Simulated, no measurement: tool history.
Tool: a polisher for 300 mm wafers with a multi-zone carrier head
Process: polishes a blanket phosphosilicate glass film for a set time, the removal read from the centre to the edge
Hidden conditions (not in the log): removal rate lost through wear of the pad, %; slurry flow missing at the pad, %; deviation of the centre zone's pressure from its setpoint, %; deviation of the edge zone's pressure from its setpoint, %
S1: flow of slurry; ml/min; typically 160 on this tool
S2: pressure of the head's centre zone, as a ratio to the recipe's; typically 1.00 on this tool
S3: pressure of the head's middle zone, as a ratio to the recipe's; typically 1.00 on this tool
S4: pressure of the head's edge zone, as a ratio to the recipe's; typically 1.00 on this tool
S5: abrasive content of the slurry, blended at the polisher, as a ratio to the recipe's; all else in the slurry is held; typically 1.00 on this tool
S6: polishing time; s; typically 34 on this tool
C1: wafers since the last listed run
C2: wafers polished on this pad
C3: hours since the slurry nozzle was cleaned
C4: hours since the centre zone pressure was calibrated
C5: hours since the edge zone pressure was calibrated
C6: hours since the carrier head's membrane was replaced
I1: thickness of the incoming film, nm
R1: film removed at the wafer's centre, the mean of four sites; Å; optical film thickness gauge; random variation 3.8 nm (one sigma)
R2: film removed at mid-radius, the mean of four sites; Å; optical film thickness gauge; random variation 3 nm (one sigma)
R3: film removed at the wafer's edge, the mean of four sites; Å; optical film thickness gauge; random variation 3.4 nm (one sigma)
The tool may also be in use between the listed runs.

| run | hour | S1 | S2 | S3 | S4 | S5 | S6 | C1 | C2 | C3 | C4 | C5 | C6 | I1 | R1 | R2 | R3 |
|---|---|---|---|---|---|---|---|---|---|---|---|---|---|---|---|---|---|
| 1 | 0.0 | 160 | 1.00 | 1.07 | 1.00 | 1.00 | 34 | 0 | 900 | 589.2 | 11.5 | 561.5 | 10.7 | 4740.8 | 2327 | 2387 | 2504 |
| 2 | 29.6 | 160 | 1.00 | 1.07 | 1.00 | 1.00 | 34 | 255 | 1155 | 618.8 | 41.1 | 591.1 | 40.3 | 4730.3 | 2293 | 2414 | 2433 |
| 3 | 63.0 | 175 | 1.00 | 1.00 | 1.00 | 1.00 | 34 | 288 | 1444 | 652.2 | 74.5 | 624.5 | 73.7 | 4760.0 | 2346 | 2384 | 2438 |
|  | 70.1 | edge zone pressure recalibrated |
|  | 77.9 | worn pad replaced by a new one |
| 4 | 90.4 | 160 | 0.95 | 1.00 | 1.00 | 1.00 | 34 | 185 | 107 | 679.6 | 101.9 | 20.3 | 101.1 | 4691.7 | 2198 | 2316 | 2482 |
| 5 | 106.2 | 130 | 1.00 | 1.00 | 1.00 | 0.75 | 30 | 136 | 244 | 695.4 | 117.7 | 36.1 | 116.9 | 4681.7 | 1569 | 1646 | 1805 |
|  | 112.2 | slurry nozzle cleaned |
| 6 | 128.9 | 160 | 1.00 | 1.00 | 1.00 | 1.00 | 34 | 187 | 432 | 16.7 | 140.4 | 58.8 | 139.6 | 4790.8 | 2732 | 2681 | 2701 |
| 7 | 147.9 | 160 | 1.00 | 1.10 | 1.09 | 1.00 | 34 | 164 | 596 | 35.7 | 159.4 | 77.8 | 158.6 | 4666.8 | 2661 | 2733 | 2860 |
| 8 | 183.3 | 160 | 1.00 | 1.00 | 1.00 | 1.00 | 34 | 306 | 902 | 71.1 | 194.8 | 113.2 | 194.0 | 4768.5 | 2688 | 2608 | 2645 |
| 9 | 205.8 | 160 | 1.00 | 1.00 | 1.00 | 1.00 | 34 | 194 | 1096 | 93.6 | 217.3 | 135.7 | 216.5 | 4772.9 | 2670 | 2583 | 2701 |
| 10 | 224.3 | 160 | 1.00 | 1.00 | 1.00 | 1.00 | 42 | 159 | 1256 | 112.1 | 235.8 | 154.2 | 235.0 | 4687.9 | 3264 | 3219 | 3260 |
| 11 | 245.8 | 160 | 1.00 | 0.96 | 1.10 | 1.20 | 45 | 185 | 1442 | 133.6 | 257.3 | 175.7 | 256.5 | 4682.5 | 3614 | 3679 | 3947 |
|  | 261.2 | worn pad replaced by a new one |
|  | 267.2 | centre zone pressure recalibrated |
| 12 | 268.1 | 160 | 1.00 | 1.00 | 1.00 | 1.00 | 34 | 140 | 42 | 155.9 | 0.9 | 198.0 | 278.8 | 4741.1 | 2572 | 2565 | 2639 |
| 13 | 299.6 | 160 | 0.94 | 1.05 | 1.00 | 1.00 | 34 | 272 | 314 | 187.4 | 32.4 | 229.5 | 310.3 | 4738.5 | 2453 | 2552 | 2606 |
| 14 | 377.1 | 110 | 0.92 | 1.00 | 1.00 | 0.90 | 46 | 669 | 984 | 264.9 | 109.9 | 307.0 | 387.8 | 4762.4 | 2526 | 2798 | 2973 |
| 15 | 403.6 | 160 | 1.00 | 1.00 | 1.00 | 1.00 | 32 | 229 | 1213 | 291.4 | 136.4 | 333.5 | 414.3 | 4748.3 | 2292 | 2335 | 2403 |
|  | 422.4 | worn pad replaced by a new one |
| 16 | 436.4 | 175 | 1.00 | 1.00 | 0.91 | 1.10 | 34 | 248 | 120 | 324.2 | 169.2 | 366.3 | 447.1 | 4799.6 | 2629 | 2595 | 2540 |
| 17 | 471.7 | 160 | 1.00 | 1.00 | 1.00 | 1.00 | 34 | 305 | 426 | 359.5 | 204.5 | 401.6 | 482.4 | 4799.3 | 2382 | 2436 | 2579 |
| 18 | 492.1 | 140 | 0.90 | 1.00 | 1.00 | 1.00 | 38 | 176 | 602 | 379.9 | 224.9 | 422.0 | 502.8 | 4818.1 | 2312 | 2602 | 2774 |
| 19 | 511.1 | 175 | 1.11 | 1.00 | 1.00 | 1.10 | 28 | 164 | 766 | 398.9 | 243.9 | 441.0 | 521.8 | 4697.2 | 2348 | 2083 | 2207 |
| 20 | 534.5 | 110 | 1.00 | 1.00 | 1.00 | 1.25 | 34 | 202 | 969 | 422.3 | 267.3 | 464.4 | 545.2 | 4679.9 | 2178 | 2277 | 2510 |
| 21 | 561.1 | 160 | 1.00 | 0.96 | 1.10 | 1.20 | 45 | 229 | 1199 | 448.9 | 293.9 | 491.0 | 571.8 | 4785.0 | 3426 | 3339 | 3653 |

What if the next run were any one of these 5? Each begins from the tool's condition after run 21:
| A | 561.5 | 160 | 1.00 | 0.94 | 1.00 | 1.00 | 34 | 3 | 1202 | 449.3 | 294.3 | 491.4 | 572.2 | 4757.3 | ? | ? | ? |
| B | 561.5 | 160 | 0.90 | 1.00 | 1.00 | 1.00 | 34 | 3 | 1202 | 449.3 | 294.3 | 491.4 | 572.2 | 4757.3 | ? | ? | ? |
| C | 561.5 | 160 | 1.00 | 1.00 | 0.88 | 1.00 | 34 | 3 | 1202 | 449.3 | 294.3 | 491.4 | 572.2 | 4757.3 | ? | ? | ? |
| D | 561.5 | 160 | 1.00 | 1.00 | 0.96 | 1.00 | 34 | 3 | 1202 | 449.3 | 294.3 | 491.4 | 572.2 | 4757.3 | ? | ? | ? |
| E | 561.5 | 160 | 1.00 | 0.91 | 1.00 | 1.20 | 34 | 3 | 1202 | 449.3 | 294.3 | 491.4 | 572.2 | 4757.3 | ? | ? | ? |

| run | R1 | R2 | R3 |
|---|---|---|---|
| A | 2422 | 2336 | 2559 |
| B | 2181 | 2404 | 2558 |
| C | 2423 | 2403 | 2410 |
| D | 2423 | 2402 | 2509 |
| E | 2611 | 2483 | 2760 |
The same runs, with their run-to-run variation unchanged, on a tool lacking any hidden condition would have given:
| run | R1 | R2 | R3 |
|---|---|---|---|
| A | 2799 | 2652 | 2795 |
| B | 2520 | 2728 | 2794 |
| C | 2799 | 2727 | 2632 |
| D | 2799 | 2727 | 2740 |
| E | 3016 | 2818 | 3014 |
